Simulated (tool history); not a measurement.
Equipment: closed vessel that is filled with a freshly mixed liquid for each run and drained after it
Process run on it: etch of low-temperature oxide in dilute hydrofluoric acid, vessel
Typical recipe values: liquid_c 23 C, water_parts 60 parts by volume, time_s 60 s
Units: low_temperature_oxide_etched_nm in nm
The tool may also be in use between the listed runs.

| run | day | liquid_c | water_parts | time_s | read-back film thickness of the low-temperature oxide reference wafer, read on the same gauge (nm) | low_temperature_oxide_etched_nm |
|---|---|---|---|---|---|---|
| 1 | 0 | 23 | 60 | 60 | 97.83 | 16.59 |
| 2 | 2.454 | 23 | 60 | 60 | 97.79 | 16.57 |
| 3 | 6.408 | 23 | 60 | 60 | 97.77 | 16.62 |
| 4 | 8.779 | 23 | 60 | 60 | 97.78 | 16.43 |
| 5 | 11.621 | 23 | 60 | 35 | 97.73 | 9.67 |
| 6 | 13.246 | 24.5 | 60 | 60 | 97.66 | 17.63 |
| 7 | 23.2 | 24.5 | 60 | 60 | 97.63 | 17.6 |
|  | 27.275 | hydrofluoric acid flow meter replaced |
| 8 | 27.667 | 24.5 | 60 | 60 | 97.64 | 17.56 |
|  | 30.933 | thermometer replaced |
| 9 | 37 | 25 | 60 | 60 | 97.58 | 18.07 |
| 10 | 39.629 | 25 | 60 | 60 | 97.6 | 17.88 |
| 11 | 41.267 | 25 | 60 | 60 | 97.53 | 17.94 |
| 12 | 44.204 | 26 | 60 | 60 | 97.54 | 18.58 |
| 13 | 47.725 | 26 | 60 | 60 | 97.57 | 18.75 |
| 14 | 49.862 | 26 | 60 | 60 | 97.54 | 18.68 |
| 15 | 51.538 | 23 | 60 | 45 | 97.55 | 12.41 |
| 16 | 54.196 | 19.5 | 75 | 80 | 97.53 | 14.96 |
| 17 | 57.438 | 23 | 60 | 75 | 97.55 | 20.48 |
| 18 | 61.875 | 23 | 70 | 60 | 97.49 | 13.94 |
|  | 63.65 | gauge calibrated |
| 19 | 64.896 | 20 | 85 | 80 | 99.84 | 13.69 |
| 20 | 67.221 | 23 | 60 | 60 | 99.75 | 16.77 |
|  | 67.742 | hydrofluoric acid flow meter replaced |
| 21 | 68.996 | 19.5 | 35 | 60 | 99.64 | 25.73 |
| 22 | 71.417 | 23 | 60 | 60 | 99.52 | 16.97 |
| 23 | 73.571 | 25.5 | 50 | 40 | 99.4 | 15.23 |
|  | 76.638 | thermometer replaced |
| 24 | 76.788 | 25.5 | 85 | 75 | 99.29 | 15.89 |
| 25 | 80.658 | 26 | 40 | 75 | 99.04 | 36.74 |
| 26 | 83.754 | 23 | 60 | 60 | 98.93 | 16.81 |
| 27 | 87.417 | 27 | 60 | 80 | 98.89 | 26.1 |
| 28 | 89.4 | 18 | 75 | 80 | 98.73 | 14.16 |
| 29 | 93.742 | 26.5 | 60 | 60 | 98.65 | 19.2 |
| 30 | 96.275 | 25 | 35 | 85 | 98.6 | 45.34 |
| 31 | 99.317 | 23 | 60 | 60 | 98.54 | 16.67 |

How would selected steps in low_temperature_oxide_etched_nm from run to run divide? Give the signed amount a tool lacking its hidden state would still show from settings, what came in and random variation, and the signed amount left for the hidden state, including any gauge scatter that is not in both of the compared results.
The hidden state here: liquid hotter than its thermometer reads (K); hydrofluoric acid flow above the setpoint (%); gauge reads high (%).
Run 18 -> 19: liquid_c 23 -> 20, water_parts 70 -> 85, time_s 60 -> 80, gauge calibrated. low_temperature_oxide_etched_nm -0.25 nm: hidden state +0.34, all else -0.59.
Run 24 -> 25: liquid_c 25.5 -> 26, water_parts 85 -> 40. low_temperature_oxide_etched_nm +20.85 nm: hidden state -0.22, all else +21.07.
Run 29 -> 30: liquid_c 26.5 -> 25, water_parts 60 -> 35, time_s 60 -> 85. low_temperature_oxide_etched_nm +26.14 nm: hidden state -0.39, all else +26.53.
Run 30 -> 31: liquid_c 25 -> 23, water_parts 35 -> 60, time_s 85 -> 60. low_temperature_oxide_etched_nm -28.67 nm: hidden state +0.41, all else -29.08.
